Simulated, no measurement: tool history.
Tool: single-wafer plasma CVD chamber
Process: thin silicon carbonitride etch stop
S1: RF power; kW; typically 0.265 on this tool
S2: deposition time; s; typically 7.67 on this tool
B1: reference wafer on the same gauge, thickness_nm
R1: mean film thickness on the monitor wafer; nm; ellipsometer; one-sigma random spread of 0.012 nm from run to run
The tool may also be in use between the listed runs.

Run 1, hour 0: usual settings; B1 4.067. Result: R1 4.786 nm.
Run 2, hour 18.5: usual settings; B1 4.07. Result: R1 4.767 nm.
Run 3, hour 31.3: usual settings; B1 4.068. Result: R1 4.753 nm.
Run 4, hour 58.3: usual settings but S1 0.285 kW, S2 8.6 s; B1 4.071. Result: R1 5.478 nm.
Run 5, hour 164.6: usual settings; B1 4.073. Result: R1 4.777 nm.
Run 6, hour 185.3: usual settings; B1 4.071. Result: R1 4.767 nm.
Run 7, hour 207.6: usual settings; B1 4.066. Result: R1 4.772 nm.
Run 8, hour 240.7: usual settings; B1 4.072. Result: R1 4.735 nm.
Run 9, hour 274.3: usual settings; B1 4.066. Result: R1 4.778 nm.
At hour 287.8: RF generator calibrated.
Run 10, hour 288.3: usual settings; B1 4.071. Result: R1 4.684 nm.
Run 11, hour 314.1: usual settings; B1 4.068. Result: R1 4.707 nm.
Run 12, hour 342.9: usual settings; B1 4.069. Result: R1 4.702 nm.
Run 13, hour 357.6: usual settings; B1 4.069. Result: R1 4.683 nm.
Run 14, hour 429.6: usual settings but S1 0.235 kW, S2 6.87 s; B1 4.069. Result: R1 4.028 nm.
At hour 451.6: RF generator calibrated, repeated, since the last time left the tool worse.
Run 15, hour 472.4: usual settings; B1 4.072. Result: R1 4.857 nm.
At hour 514.4: gauge calibrated.
At hour 534.5: thermocouple changed; heater temperature recalibrated.
Run 16, hour 535: usual settings but S1 0.3 kW, S2 8.99 s; B1 4.072. Result: R1 5.915 nm.
Run 17, hour 561.6: usual settings but S1 0.31 kW; B1 4.069. Result: R1 5.088 nm.
Run 18, hour 588.7: usual settings; B1 4.069. Result: R1 4.804 nm.
At hour 612.5: showerhead replaced.
Run 19, hour 622: usual settings; B1 4.069. Result: R1 4.794 nm.
Run 20, hour 653.2: usual settings; B1 4.072. Result: R1 4.804 nm.
Run 21, hour 682.9: usual settings; B1 4.068. Result: R1 4.808 nm.

Predict the results of run 22:
Run 22, hour 716.1: usual settings but S1 0.3 kW, S2 6.61 s; B1 ?. Result: R1 ?.

For run 22 the tool returned B1 4.071, R1 4.313 nm.
Were there no unlogged condition in the tool, this run, its random variation unchanged, would have produced R1 4.348 nm.
